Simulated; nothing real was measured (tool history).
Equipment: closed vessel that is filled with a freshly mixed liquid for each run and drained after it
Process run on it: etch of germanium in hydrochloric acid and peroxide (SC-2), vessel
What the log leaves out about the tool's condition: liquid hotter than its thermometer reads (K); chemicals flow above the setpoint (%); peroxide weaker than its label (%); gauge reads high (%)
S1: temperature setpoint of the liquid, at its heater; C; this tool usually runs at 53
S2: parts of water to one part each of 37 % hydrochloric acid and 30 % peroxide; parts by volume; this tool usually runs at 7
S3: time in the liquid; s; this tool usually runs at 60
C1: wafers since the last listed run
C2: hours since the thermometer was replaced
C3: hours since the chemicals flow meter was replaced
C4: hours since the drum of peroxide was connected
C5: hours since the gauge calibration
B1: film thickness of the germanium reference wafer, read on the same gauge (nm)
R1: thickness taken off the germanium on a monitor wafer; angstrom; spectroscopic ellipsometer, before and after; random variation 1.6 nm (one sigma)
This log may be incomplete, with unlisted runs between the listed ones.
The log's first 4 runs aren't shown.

run   hour    S1   S2  S3    C1     C2      C3     C4     C5      B1      R1
  5   59.9    53    7  60  1317   61.9    1413   32.2  319.1  139.98  2689.1
  6     71    53    7  60   914     73  1424.1   43.3  330.2  139.95  2664.6
  7   88.6    53    7  60  1449   90.6  1441.7   60.9  347.8  140.06  2685.9
  8   95.9    53    7  60   601   97.9    1449   68.2  355.1  140.01  2694.3
  9  107.1    53    7  60   922  109.1  1460.2   79.4  366.3  139.98  2697.6
 10  114.7  56.5  8.5  60   625  116.7  1467.8     87  373.9     140    2947
 11  123.2    53    7  60   700  125.2  1476.3   95.5  382.4  139.99  2684.6
 12  140.4  45.5    8  75  1416  142.4  1493.5  112.7  399.6  140.01  2613.2
     146.6  -- gauge calibrated
     148.1  -- chemicals flow meter replaced
 13    151    53  8.5  75   790    153     2.9  123.3    4.4  139.96  3304.7
 14  164.8    53    4  60  1136  166.8    16.7  137.1   18.2  139.99  2737.2
 15  171.6    53    7  60   560  173.6    23.5  143.9     25  140.01  2699.9

Estimate the outcome of run 16 from the log above:
 16  183.1  53   7  85  947  185.1  35  155.4  36.5   ?   ?

B1: 140.04
R1: 3815.1 angstrom
Had the tool carried no hidden state, the very same run would have given R1 3774.9 angstrom.
